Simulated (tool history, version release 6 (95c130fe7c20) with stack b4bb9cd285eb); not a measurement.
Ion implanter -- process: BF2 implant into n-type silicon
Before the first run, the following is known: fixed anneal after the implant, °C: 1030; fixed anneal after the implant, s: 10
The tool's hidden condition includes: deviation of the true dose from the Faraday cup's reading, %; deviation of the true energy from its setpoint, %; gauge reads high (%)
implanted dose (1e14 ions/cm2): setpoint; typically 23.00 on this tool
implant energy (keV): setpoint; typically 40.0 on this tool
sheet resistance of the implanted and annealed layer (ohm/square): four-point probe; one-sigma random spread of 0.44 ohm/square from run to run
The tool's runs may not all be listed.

run	hour	implanted dose (1e14 ions/cm2)	implant energy (keV)	wafers since the last listed run	hours since the last dose calibration	hours since the extraction supply was calibrated	hours since the gauge calibration	read-back reference wafer on the same gauge, sheet resistance	sheet resistance of the implanted and annealed layer (ohm/square)
1	0.0	23.00	40.0	0	1503.0	3598.6	88.8	107.75	114.35
2	45.4	23.00	40.0	1408	1548.4	3644.0	134.2	107.90	114.63
3	74.5	23.00	40.0	902	1577.5	3673.1	163.3	108.13	113.96
4	106.4	23.00	40.0	989	1609.4	3705.0	195.2	108.17	114.11
5	145.6	23.00	40.0	1216	1648.6	3744.2	234.4	107.97	114.38
6	214.0	23.00	40.0	2122	1717.0	3812.6	302.8	108.04	114.82
7	269.8	23.00	40.0	1731	1772.8	3868.4	358.6	108.20	113.47
8	329.3	23.00	40.0	1846	1832.3	3927.9	418.1	108.09	113.36
9	360.5	23.00	40.0	968	1863.5	3959.1	449.3	108.17	114.31
10	418.8	23.00	40.0	1808	1921.8	4017.4	507.6	107.86	115.21
# hour 479.9: gauge calibrated
11	486.1	23.00	40.0	2088	1989.1	4084.7	6.2	108.11	114.47
12	539.6	18.09	35.5	1659	2042.6	4138.2	59.7	108.02	124.21
13	566.5	23.00	44.0	834	2069.5	4165.1	86.6	108.15	109.11
14	633.6	23.00	40.0	2081	2136.6	4232.2	153.7	107.92	114.52
# hour 676.2: Faraday cup replaced and dose calibrated
15	738.4	28.12	40.0	3003	62.2	4337.0	258.5	107.89	112.90
# hour 772.3: extraction supply calibrated
16	809.2	28.17	30.0	1948	133.0	36.9	329.3	107.95	130.86
17	868.5	29.80	32.5	1839	192.3	96.2	388.6	107.93	126.93
# hour 931.0: gauge calibrated
18	974.1	19.00	52.0	3276	297.9	201.8	43.1	108.12	103.06

Hidden condition of the tool, last listed run before each entry between runs versus first listed run after:
Run 10 -> run 11: gauge calibrated (hour 479.9)
  the hidden state is the same at both runs
Run 14 -> run 15: Faraday cup replaced and dose calibrated (hour 676.2)
  the hidden state is the same at both runs
Run 15 -> run 16: extraction supply calibrated (hour 772.3)
  the hidden state is the same at both runs
Run 17 -> run 18: gauge calibrated (hour 931.0)
  the hidden state is the same at both runs

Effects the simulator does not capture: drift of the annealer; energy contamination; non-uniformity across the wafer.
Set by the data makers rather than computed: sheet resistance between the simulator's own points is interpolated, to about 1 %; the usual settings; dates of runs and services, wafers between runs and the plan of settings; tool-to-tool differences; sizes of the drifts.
